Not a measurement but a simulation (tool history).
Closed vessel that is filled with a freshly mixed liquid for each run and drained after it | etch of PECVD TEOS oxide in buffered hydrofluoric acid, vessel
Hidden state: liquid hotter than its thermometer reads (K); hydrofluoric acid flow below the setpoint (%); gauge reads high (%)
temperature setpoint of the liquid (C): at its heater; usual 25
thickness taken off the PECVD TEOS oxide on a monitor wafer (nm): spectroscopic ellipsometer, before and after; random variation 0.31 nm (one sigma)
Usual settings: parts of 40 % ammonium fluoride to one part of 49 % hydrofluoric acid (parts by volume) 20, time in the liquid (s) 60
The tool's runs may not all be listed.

| run | hour | temperature setpoint of the liquid (C) | parts of 40 % ammonium fluoride to one part of 49 % hydrofluoric acid (parts by volume) | time in the liquid (s) | wafers since the last listed run | hours since the thermometer was replaced | hours since the hydrofluoric acid flow meter was replaced | hours since the gauge calibration | read-back film thickness of the PECVD TEOS oxide reference wafer, read on the same gauge (nm) | thickness taken off the PECVD TEOS oxide on a monitor wafer (nm) |
|---|---|---|---|---|---|---|---|---|---|---|
| 1 | 0 | 25 | 20 | 60 | 0 | 2438.3 | 341.4 | 190.1 | 109.98 | 48.23 |
| 2 | 42.6 | 25 | 20 | 60 | 6203 | 2480.9 | 384 | 232.7 | 109.97 | 48.14 |
| 3 | 135.5 | 25 | 20 | 60 | 13527 | 2573.8 | 476.9 | 325.6 | 110.01 | 47.57 |
| 4 | 231.7 | 25 | 20 | 80 | 14008 | 2670 | 573.1 | 421.8 | 110.04 | 63.58 |
| 5 | 314.6 | 25 | 20 | 80 | 12071 | 2752.9 | 656 | 504.7 | 109.98 | 62.99 |
| 6 | 356.5 | 25 | 20 | 60 | 6101 | 2794.8 | 697.9 | 546.6 | 109.94 | 46.73 |
| 7 | 399.3 | 25 | 20 | 60 | 6232 | 2837.6 | 740.7 | 589.4 | 109.99 | 46.94 |
| 8 | 445.1 | 25 | 20 | 60 | 6669 | 2883.4 | 786.5 | 635.2 | 109.99 | 46.26 |
| 9 | 535.9 | 25 | 20 | 60 | 13221 | 2974.2 | 877.3 | 726 | 110.01 | 46.77 |
| 10 | 621.7 | 25 | 20 | 60 | 12493 | 3060 | 963.1 | 811.8 | 109.95 | 45.75 |
| 11 | 667.4 | 25 | 20 | 60 | 6654 | 3105.7 | 1008.8 | 857.5 | 110.03 | 46.14 |
|  | 729.3 | thermometer replaced |
| 12 | 768.3 | 25 | 20 | 60 | 14546 | 39 | 1109.7 | 958.4 | 109.98 | 45.61 |
| 13 | 866.1 | 25 | 20 | 60 | 14241 | 136.8 | 1207.5 | 1056.2 | 110.06 | 45.33 |
| 14 | 949 | 21.5 | 23.5 | 85 | 12071 | 219.7 | 1290.4 | 1139.1 | 109.99 | 48.04 |
| 15 | 997.3 | 25 | 16 | 75 | 7033 | 268 | 1338.7 | 1187.4 | 109.99 | 68.94 |
|  | 999.2 | gauge calibrated |
| 16 | 1051.8 | 25 | 20 | 60 | 7935 | 322.5 | 1393.2 | 52.6 | 109.96 | 45.44 |
| 17 | 1094.5 | 28 | 12 | 40 | 6217 | 365.2 | 1435.9 | 95.3 | 109.97 | 56.02 |
| 18 | 1153.2 | 25 | 24.5 | 60 | 8547 | 423.9 | 1494.6 | 154 | 109.96 | 39.1 |
| 19 | 1215 | 27 | 20 | 60 | 8998 | 485.7 | 1556.4 | 215.8 | 109.99 | 49.89 |
| 20 | 1293.1 | 22 | 17 | 75 | 11372 | 563.8 | 1634.5 | 293.9 | 109.98 | 52.85 |
| 21 | 1361.2 | 21 | 16.5 | 70 | 9916 | 631.9 | 1702.6 | 362 | 110.01 | 47.94 |
|  | 1382.7 | hydrofluoric acid flow meter replaced |
| 22 | 1595.9 | 25 | 20 | 60 | 34029 | 866.6 | 213.2 | 596.7 | 110.02 | 48.47 |
| 23 | 1649.4 | 25 | 20 | 60 | 7790 | 920.1 | 266.7 | 650.2 | 110.03 | 48.67 |
| 24 | 1728.8 | 30 | 18 | 50 | 11561 | 999.5 | 346.1 | 729.6 | 110.04 | 58.45 |
| 25 | 1835.4 | 20.5 | 14.5 | 30 | 15522 | 1106.1 | 452.7 | 836.2 | 110.01 | 25.35 |
| 26 | 1907.3 | 27 | 25.5 | 85 | 10469 | 1178 | 524.6 | 908.1 | 110.03 | 63.67 |
| 27 | 1967 | 25 | 20 | 60 | 8693 | 1237.7 | 584.3 | 967.8 | 109.97 | 47.96 |

4 ways to go on from here, each from the tool as it stands after run 27. What would each give?
| A | 1967.7 | 22 | 20 | 60 | 101 | 1238.4 | 585 | 968.5 | ? | ? |
| B | 1967.7 | 26.5 | 20 | 50 | 101 | 1238.4 | 585 | 968.5 | ? | ? |
| C | 1967.7 | 25 | 22 | 40 | 101 | 1238.4 | 585 | 968.5 | ? | ? |
| D | 1967.7 | 28.5 | 23.5 | 60 | 101 | 1238.4 | 585 | 968.5 | ? | ? |

| run | read-back film thickness of the PECVD TEOS oxide reference wafer, read on the same gauge (nm) | thickness taken off the PECVD TEOS oxide on a monitor wafer (nm) |
|---|---|---|
| A | 110.03 | 40.34 |
| B | 110.03 | 43 |
| C | 110.03 | 29.7 |
| D | 110.03 | 51.44 |
Without the tool's hidden state the same runs would have given:
| run | thickness taken off the PECVD TEOS oxide on a monitor wafer (nm) |
|---|---|
| A | 41.79 |
| B | 44.54 |
| C | 30.77 |
| D | 53.27 |
